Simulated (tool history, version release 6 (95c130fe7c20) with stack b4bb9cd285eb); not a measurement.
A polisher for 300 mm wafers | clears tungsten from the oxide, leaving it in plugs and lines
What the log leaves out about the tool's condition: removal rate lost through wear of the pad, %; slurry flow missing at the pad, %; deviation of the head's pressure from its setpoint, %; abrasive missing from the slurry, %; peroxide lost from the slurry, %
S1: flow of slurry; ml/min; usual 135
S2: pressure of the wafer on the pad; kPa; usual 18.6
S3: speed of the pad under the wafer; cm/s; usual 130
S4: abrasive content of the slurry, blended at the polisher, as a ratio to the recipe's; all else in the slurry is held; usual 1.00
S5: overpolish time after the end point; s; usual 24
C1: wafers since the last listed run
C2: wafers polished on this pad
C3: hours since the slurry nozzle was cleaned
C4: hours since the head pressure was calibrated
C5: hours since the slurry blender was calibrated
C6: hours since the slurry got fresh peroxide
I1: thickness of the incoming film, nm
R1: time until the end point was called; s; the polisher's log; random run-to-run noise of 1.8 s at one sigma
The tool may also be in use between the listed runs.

{"run": 1, "hour": 0.0, "S1": 135, "S2": 18.6, "S3": 130, "S4": 1.0, "S5": 24, "C1": 0, "C2": 202, "C3": 528.6, "C4": 1080.5, "C5": 447.6, "C6": 208.7, "I1": 403.5, "R1": 87.8}
{"hour": 2.9, "done": "slurry tank refilled with fresh slurry and peroxide"}
{"run": 2, "hour": 7.3, "S1": 135, "S2": 18.6, "S3": 130, "S4": 1.0, "S5": 24, "C1": 59, "C2": 262, "C3": 535.9, "C4": 1087.8, "C5": 454.9, "C6": 4.4, "I1": 404.2, "R1": 90.0}
{"hour": 11.1, "done": "head pressure recalibrated"}
{"run": 3, "hour": 23.0, "S1": 135, "S2": 18.6, "S3": 130, "S4": 1.0, "S5": 17, "C1": 129, "C2": 391, "C3": 551.6, "C4": 11.9, "C5": 470.6, "C6": 20.1, "I1": 403.0, "R1": 88.8}
{"run": 4, "hour": 44.3, "S1": 135, "S2": 18.6, "S3": 130, "S4": 1.0, "S5": 17, "C1": 201, "C2": 593, "C3": 572.9, "C4": 33.2, "C5": 491.9, "C6": 41.4, "I1": 411.1, "R1": 94.2}
{"run": 5, "hour": 62.2, "S1": 135, "S2": 18.6, "S3": 130, "S4": 1.0, "S5": 17, "C1": 169, "C2": 763, "C3": 590.8, "C4": 51.1, "C5": 509.8, "C6": 59.3, "I1": 406.5, "R1": 87.8}
{"run": 6, "hour": 73.1, "S1": 135, "S2": 18.6, "S3": 130, "S4": 1.0, "S5": 24, "C1": 103, "C2": 866, "C3": 601.7, "C4": 62.0, "C5": 520.7, "C6": 70.2, "I1": 405.2, "R1": 92.6}
{"hour": 78.8, "done": "slurry blender recalibrated"}
{"run": 7, "hour": 79.6, "S1": 135, "S2": 18.6, "S3": 130, "S4": 1.0, "S5": 24, "C1": 42, "C2": 909, "C3": 608.2, "C4": 68.5, "C5": 0.8, "C6": 76.7, "I1": 399.7, "R1": 89.9}
{"run": 8, "hour": 86.8, "S1": 135, "S2": 18.6, "S3": 130, "S4": 1.15, "S5": 28, "C1": 68, "C2": 977, "C3": 615.4, "C4": 75.7, "C5": 8.0, "C6": 83.9, "I1": 408.0, "R1": 86.2}
{"hour": 100.7, "done": "worn pad replaced by a new one"}
{"run": 9, "hour": 101.2, "S1": 155, "S2": 18.6, "S3": 130, "S4": 0.75, "S5": 24, "C1": 98, "C2": 4, "C3": 629.8, "C4": 90.1, "C5": 22.4, "C6": 98.3, "I1": 396.2, "R1": 92.6}
{"run": 10, "hour": 114.1, "S1": 135, "S2": 15.9, "S3": 116, "S4": 0.8, "S5": 24, "C1": 122, "C2": 126, "C3": 642.7, "C4": 103.0, "C5": 35.3, "C6": 111.2, "I1": 406.6, "R1": 127.1}
{"hour": 119.1, "done": "slurry nozzle cleaned"}
{"run": 11, "hour": 123.2, "S1": 135, "S2": 18.6, "S3": 174, "S4": 1.0, "S5": 32, "C1": 76, "C2": 203, "C3": 4.1, "C4": 112.1, "C5": 44.4, "C6": 120.3, "I1": 407.2, "R1": 66.8}
{"run": 12, "hour": 131.3, "S1": 135, "S2": 18.6, "S3": 130, "S4": 1.0, "S5": 24, "C1": 76, "C2": 280, "C3": 12.2, "C4": 120.2, "C5": 52.5, "C6": 128.4, "I1": 402.0, "R1": 88.9}
{"run": 13, "hour": 138.3, "S1": 135, "S2": 18.6, "S3": 130, "S4": 1.0, "S5": 24, "C1": 66, "C2": 346, "C3": 19.2, "C4": 127.2, "C5": 59.5, "C6": 135.4, "I1": 404.2, "R1": 90.3}
{"run": 14, "hour": 146.8, "S1": 135, "S2": 16.5, "S3": 168, "S4": 1.0, "S5": 24, "C1": 80, "C2": 427, "C3": 27.7, "C4": 135.7, "C5": 68.0, "C6": 143.9, "I1": 402.6, "R1": 77.4}
{"run": 15, "hour": 164.8, "S1": 135, "S2": 15.9, "S3": 90, "S4": 1.0, "S5": 24, "C1": 170, "C2": 597, "C3": 45.7, "C4": 153.7, "C5": 86.0, "C6": 161.9, "I1": 398.4, "R1": 153.3}
{"run": 16, "hour": 171.6, "S1": 165, "S2": 18.6, "S3": 130, "S4": 1.0, "S5": 24, "C1": 64, "C2": 662, "C3": 52.5, "C4": 160.5, "C5": 92.8, "C6": 168.7, "I1": 400.7, "R1": 83.4}
{"run": 17, "hour": 187.3, "S1": 175, "S2": 18.6, "S3": 130, "S4": 1.1, "S5": 24, "C1": 148, "C2": 811, "C3": 68.2, "C4": 176.2, "C5": 108.5, "C6": 184.4, "I1": 405.0, "R1": 83.9}
{"run": 18, "hour": 194.1, "S1": 135, "S2": 18.6, "S3": 130, "S4": 1.0, "S5": 24, "C1": 64, "C2": 875, "C3": 75.0, "C4": 183.0, "C5": 115.3, "C6": 191.2, "I1": 405.8, "R1": 90.1}
{"hour": 208.6, "done": "slurry tank refilled with fresh slurry and peroxide"}
{"run": 19, "hour": 208.9, "S1": 135, "S2": 15.9, "S3": 130, "S4": 1.15, "S5": 38, "C1": 130, "C2": 1006, "C3": 89.8, "C4": 197.8, "C5": 130.1, "C6": 0.3, "I1": 402.8, "R1": 100.2}
{"hour": 215.6, "done": "worn pad replaced by a new one"}
{"run": 20, "hour": 226.0, "S1": 135, "S2": 22.1, "S3": 150, "S4": 1.0, "S5": 24, "C1": 124, "C2": 98, "C3": 106.9, "C4": 214.9, "C5": 147.2, "C6": 17.4, "I1": 410.0, "R1": 65.1}
{"run": 21, "hour": 237.6, "S1": 95, "S2": 18.6, "S3": 106, "S4": 1.25, "S5": 10, "C1": 109, "C2": 208, "C3": 118.5, "C4": 226.5, "C5": 158.8, "C6": 29.0, "I1": 407.6, "R1": 110.4}
{"run": 22, "hour": 247.4, "S1": 135, "S2": 18.6, "S3": 156, "S4": 1.0, "S5": 24, "C1": 92, "C2": 301, "C3": 128.3, "C4": 236.3, "C5": 168.6, "C6": 38.8, "I1": 403.6, "R1": 73.3}
{"run": 23, "hour": 260.3, "S1": 135, "S2": 18.6, "S3": 130, "S4": 1.15, "S5": 24, "C1": 122, "C2": 424, "C3": 141.2, "C4": 249.2, "C5": 181.5, "C6": 51.7, "I1": 405.6, "R1": 82.9}
{"run": 24, "hour": 267.5, "S1": 135, "S2": 18.6, "S3": 130, "S4": 1.0, "S5": 24, "C1": 68, "C2": 492, "C3": 148.4, "C4": 256.4, "C5": 188.7, "C6": 58.9, "I1": 403.4, "R1": 88.2}
{"run": 25, "hour": 280.2, "S1": 135, "S2": 18.6, "S3": 130, "S4": 1.0, "S5": 24, "C1": 120, "C2": 612, "C3": 161.1, "C4": 269.1, "C5": 201.4, "C6": 71.6, "I1": 409.2, "R1": 90.4}
{"run": 26, "hour": 331.5, "S1": 135, "S2": 18.6, "S3": 130, "S4": 1.0, "S5": 33, "C1": 486, "C2": 1098, "C3": 212.4, "C4": 320.4, "C5": 252.7, "C6": 122.9, "I1": 409.6, "R1": 90.7}
{"hour": 342.1, "done": "worn pad replaced by a new one"}
{"run": 27, "hour": 347.0, "S1": 135, "S2": 18.6, "S3": 130, "S4": 1.0, "S5": 24, "C1": 108, "C2": 46, "C3": 227.9, "C4": 335.9, "C5": 268.2, "C6": 138.4, "I1": 409.4, "R1": 88.4}
{"run": 28, "hour": 355.7, "S1": 135, "S2": 18.6, "S3": 130, "S4": 1.0, "S5": 38, "C1": 82, "C2": 129, "C3": 236.6, "C4": 344.6, "C5": 276.9, "C6": 147.1, "I1": 401.7, "R1": 86.9}

Alternative continuations, all from the tool just after run 28; predict every row:
{"run": "A", "hour": 356.2, "S1": 135, "S2": 18.6, "S3": 150, "S4": 1.0, "S5": 24, "C1": 4, "C2": 133, "C3": 237.1, "C4": 345.1, "C5": 277.4, "C6": 147.6, "I1": 406.7, "R1": "?"}
{"run": "B", "hour": 356.2, "S1": 135, "S2": 18.6, "S3": 130, "S4": 0.85, "S5": 24, "C1": 4, "C2": 133, "C3": 237.1, "C4": 345.1, "C5": 277.4, "C6": 147.6, "I1": 406.7, "R1": "?"}
{"run": "C", "hour": 356.2, "S1": 135, "S2": 14.5, "S3": 130, "S4": 1.0, "S5": 38, "C1": 4, "C2": 133, "C3": 237.1, "C4": 345.1, "C5": 277.4, "C6": 147.6, "I1": 406.7, "R1": "?"}

run=A R1=77.6
run=B R1=94.7
run=C R1=115.2
The same runs, with their run-to-run variation unchanged, on a tool lacking any hidden condition would have given:
run=A R1=77.6
run=B R1=94.7
run=C R1=115.2
